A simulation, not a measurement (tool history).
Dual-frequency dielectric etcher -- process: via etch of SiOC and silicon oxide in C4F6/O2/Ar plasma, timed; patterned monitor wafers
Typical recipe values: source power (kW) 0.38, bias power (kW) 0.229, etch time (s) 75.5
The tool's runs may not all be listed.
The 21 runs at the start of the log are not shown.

run,hour,source power (kW),bias power (kW),etch time (s),"read-back reference wafer on the same gauge, depth_nm",mean etch depth across the wafer (nm)
22,1046,0.44,0.229,63.5,99.7,74.4
23,1089.5,0.42,0.206,75.5,99.7,85.6
24,1122.7,0.38,0.229,75.5,99.7,85.6
25,1162.9,0.38,0.229,75.5,99.6,85.5
26,1191.1,0.38,0.229,64,99.7,72.6
27,1219.4,0.38,0.229,55,99.8,62.6
28,1248.3,0.44,0.276,90,99.7,111.4
29,1301.6,0.33,0.271,53.5,99.6,61.3
30,1373.9,0.38,0.268,55.5,99.7,65.6

Below are 4 alternative next runs, each starting from the tool's condition after run 30. Predict each:
A,1374.3,0.38,0.229,67,?,?
B,1374.3,0.29,0.189,75.5,?,?
C,1374.3,0.46,0.229,75.5,?,?
D,1374.3,0.48,0.195,65,?,?

run,"read-back reference wafer on the same gauge, depth_nm",mean etch depth across the wafer (nm)
A,99.7,76.4
B,99.7,77.2
C,99.7,90.4
D,99.7,75.8
Take away the tool's hidden state, keep each run's random variation, and the runs would have read:
run,mean etch depth across the wafer (nm)
A,76
B,76.8
C,89.9
D,75.4

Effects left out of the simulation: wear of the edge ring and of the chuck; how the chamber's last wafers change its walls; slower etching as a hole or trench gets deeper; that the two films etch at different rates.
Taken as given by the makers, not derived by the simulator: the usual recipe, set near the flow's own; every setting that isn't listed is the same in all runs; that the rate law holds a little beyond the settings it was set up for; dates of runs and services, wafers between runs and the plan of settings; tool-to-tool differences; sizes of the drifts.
